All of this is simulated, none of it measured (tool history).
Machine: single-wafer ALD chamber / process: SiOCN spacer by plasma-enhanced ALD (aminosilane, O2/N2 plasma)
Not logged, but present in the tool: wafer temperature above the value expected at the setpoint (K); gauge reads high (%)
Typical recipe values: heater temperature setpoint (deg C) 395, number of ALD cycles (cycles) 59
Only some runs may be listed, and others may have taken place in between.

run   hour  heater temperature setpoint (deg C)  number of ALD cycles (cycles)  wafers since the last listed run  hours since the last thermocouple change  hours since the gauge calibration  read-back reference wafer on the same gauge, thickness_nm  mean film thickness on the monitor wafer (angstrom)
  1      0                                  395                             51                                 0                                    1891.6                               91.8                                                      3.218                                                32.61
  2     18                                  395                             51                               106                                    1909.6                              109.8                                                      3.222                                                32.64
  3   31.1                                  395                             59                                77                                    1922.7                              122.9                                                      3.223                                                37.63
  4   44.1                                  395                             59                                77                                    1935.7                              135.9                                                      3.228                                                37.86
  5   52.6                                  395                             59                                50                                    1944.2                              144.4                                                      3.225                                                37.64
  6   63.4                                  388                             59                                64                                      1955                              155.2                                                      3.226                                                38.02
      82.1  -- thermocouple changed; heater temperature recalibrated
  7   82.6                                  385                             66                                66                                       0.5                              174.4                                                      3.233                                                 42.5
  8   96.8                                  395                             59                                84                                      14.7                              188.6                                                      3.234                                                37.98
  9  112.6                                  405                             49                                93                                      30.5                              204.4                                                      3.239                                                31.16
 10  124.4                                  405                             65                                69                                      42.3                              216.2                                                      3.238                                                41.58
 11  133.2                                  400                             49                                52                                      51.1                                225                                                      3.241                                                31.58
 12  139.2                                  395                             59                                35                                      57.1                                231                                                       3.24                                                37.96
     148.1  -- gauge calibrated
 13  154.9                                  410                             51                                93                                      72.8                                6.8                                                      3.204                                                31.73
 14  169.2                                  390                             68                                84                                      87.1                               21.1                                                      3.208                                                43.46
 15  220.7                                  403                             59                               305                                     138.6                               72.6                                                       3.21                                                37.46
 16  238.1                                  390                             49                               103                                       156                                 90                                                      3.215                                                31.29
 17  254.3                                  405                             59                                96                                     172.2                              106.2                                                      3.215                                                37.35

Consider 3 possible next runs. They are alternatives, not a sequence: every one starts from the tool as it was left by run 17. What does each give?
  A  254.8                                  395                             59                                 2                                     172.7                              106.7                                                          ?                                                    ?
  B  254.8                                  401                             62                                 2                                     172.7                              106.7                                                          ?                                                    ?
  C  254.8                                  400                             64                                 2                                     172.7                              106.7                                                          ?                                                    ?

run  read-back reference wafer on the same gauge, thickness_nm  mean film thickness on the monitor wafer (angstrom)
  A                                                      3.218                                                37.79
  B                                                      3.218                                                39.67
  C                                                      3.218                                                40.99
With no hidden state in the tool, these same runs would have given:
run  mean film thickness on the monitor wafer (angstrom)
  A                                                37.69
  B                                                39.58
  C                                                40.89
